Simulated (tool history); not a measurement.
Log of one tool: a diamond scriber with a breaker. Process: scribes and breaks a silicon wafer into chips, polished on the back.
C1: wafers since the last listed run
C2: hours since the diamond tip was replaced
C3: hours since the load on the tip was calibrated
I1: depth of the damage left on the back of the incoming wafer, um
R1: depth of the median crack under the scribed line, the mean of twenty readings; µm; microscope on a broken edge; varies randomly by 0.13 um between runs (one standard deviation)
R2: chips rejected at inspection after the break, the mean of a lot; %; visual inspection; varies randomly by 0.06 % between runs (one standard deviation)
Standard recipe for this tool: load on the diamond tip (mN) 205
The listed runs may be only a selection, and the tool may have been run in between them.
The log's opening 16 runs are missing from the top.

Run 17, hour 200.2: usual settings; C1 28; C2 919.5; C3 1425.1; I1 0.04. Result: R1 5.98 µm, R2 11.08 %.
Run 18, hour 214.8: usual settings but load on the diamond tip (mN) 218; C1 30; C2 934.1; C3 1439.7; I1 0.04. Result: R1 6.35 µm, R2 8.26 %.
Run 19, hour 222.5: usual settings but load on the diamond tip (mN) 218; C1 16; C2 941.8; C3 1447.4; I1 0.04. Result: R1 6.38 µm, R2 7.38 %.
Run 20, hour 231.7: usual settings but load on the diamond tip (mN) 218; C1 19; C2 951.0; C3 1456.6; I1 0.02. Result: R1 6.30 µm, R2 7.75 %.
Run 21, hour 246.3: usual settings but load on the diamond tip (mN) 182; C1 30; C2 965.6; C3 1471.2; I1 0.04. Result: R1 5.66 µm, R2 19.56 %.
At hour 248.4: load on the tip recalibrated.
Run 22, hour 262.4: usual settings but load on the diamond tip (mN) 264; C1 29; C2 981.7; C3 14.0; I1 0.05. Result: R1 7.13 µm, R2 1.95 %.
Run 23, hour 270.5: usual settings but load on the diamond tip (mN) 189; C1 16; C2 989.8; C3 22.1; I1 0.03. Result: R1 5.78 µm, R2 17.00 %.
Run 24, hour 278.9: usual settings but load on the diamond tip (mN) 256; C1 17; C2 998.2; C3 30.5; I1 0.03. Result: R1 7.19 µm, R2 2.36 %.
Run 25, hour 286.4: usual settings but load on the diamond tip (mN) 183; C1 15; C2 1005.7; C3 38.0; I1 0.01. Result: R1 5.63 µm, R2 20.19 %.
Run 26, hour 293.9: usual settings but load on the diamond tip (mN) 152; C1 15; C2 1013.2; C3 45.5; I1 0.03. Result: R1 4.93 µm, R2 37.53 %.
Run 27, hour 310.0: usual settings but load on the diamond tip (mN) 176; C1 33; C2 1029.3; C3 61.6; I1 0.04. Result: R1 5.48 µm, R2 23.11 %.
Run 28, hour 327.2: usual settings; C1 35; C2 1046.5; C3 78.8; I1 0.01. Result: R1 6.24 µm, R2 12.21 %.
At hour 336.7: diamond tip replaced by a new one.
Run 29, hour 379.4: usual settings but load on the diamond tip (mN) 174; C1 104; C2 42.7; C3 131.0; I1 0.04. Result: R1 6.63 µm, R2 6.95 %.
Run 30, hour 393.8: usual settings but load on the diamond tip (mN) 172; C1 29; C2 57.1; C3 145.4; I1 0.04. Result: R1 6.17 µm, R2 8.07 %.
Run 31, hour 411.0: usual settings; C1 35; C2 74.3; C3 162.6; I1 0.01. Result: R1 7.33 µm, R2 2.28 %.
Run 32, hour 425.7: usual settings but load on the diamond tip (mN) 221; C1 30; C2 89.0; C3 177.3; I1 0.04. Result: R1 7.28 µm, R2 1.69 %.
Run 33, hour 434.9: usual settings but load on the diamond tip (mN) 257; C1 19; C2 98.2; C3 186.5; I1 0.02. Result: R1 8.03 µm, R2 4.23 %.
Run 34, hour 443.1: usual settings; C1 17; C2 106.4; C3 194.7; I1 0.02. Result: R1 6.88 µm, R2 2.63 %.
Run 35, hour 459.9: usual settings but load on the diamond tip (mN) 179; C1 34; C2 123.2; C3 211.5; I1 0.02. Result: R1 6.44 µm, R2 8.18 %.
Run 36, hour 475.8: usual settings; C1 33; C2 139.1; C3 227.4; I1 0.04. Result: R1 6.82 µm, R2 3.00 %.
Run 37, hour 492.1: usual settings; C1 33; C2 155.4; C3 243.7; I1 0.03. Result: R1 7.06 µm, R2 3.26 %.
Run 38, hour 500.5: usual settings but load on the diamond tip (mN) 154; C1 17; C2 163.8; C3 252.1; I1 0.02. Result: R1 5.59 µm, R2 20.12 %.
Run 39, hour 512.9: usual settings; C1 25; C2 176.2; C3 264.5; I1 0.02. Result: R1 6.77 µm, R2 3.63 %.
Run 40, hour 524.4: usual settings but load on the diamond tip (mN) 224; C1 23; C2 187.7; C3 276.0; I1 0.02. Result: R1 7.37 µm, R2 1.99 %.

3 options for the next run, each taken on its own from the tool as it stands now. Forecast them:
Run A, hour 525.1: usual settings but load on the diamond tip (mN) 155; C1 1; C2 188.4; C3 276.7; I1 0.02. Result: R1 ?, R2 ?.
Run B, hour 525.1: usual settings but load on the diamond tip (mN) 162; C1 1; C2 188.4; C3 276.7; I1 0.02. Result: R1 ?, R2 ?.
Run C, hour 525.1: usual settings but load on the diamond tip (mN) 265; C1 1; C2 188.4; C3 276.7; I1 0.02. Result: R1 ?, R2 ?.

run    R1     R2
  A  5.64  21.16
  B  5.83  17.46
  C  8.33   3.64
Without the tool's hidden state the same runs would have given:
run    R1     R2
  A  6.20  11.35
  B  6.41   8.62
  C  9.16   9.54

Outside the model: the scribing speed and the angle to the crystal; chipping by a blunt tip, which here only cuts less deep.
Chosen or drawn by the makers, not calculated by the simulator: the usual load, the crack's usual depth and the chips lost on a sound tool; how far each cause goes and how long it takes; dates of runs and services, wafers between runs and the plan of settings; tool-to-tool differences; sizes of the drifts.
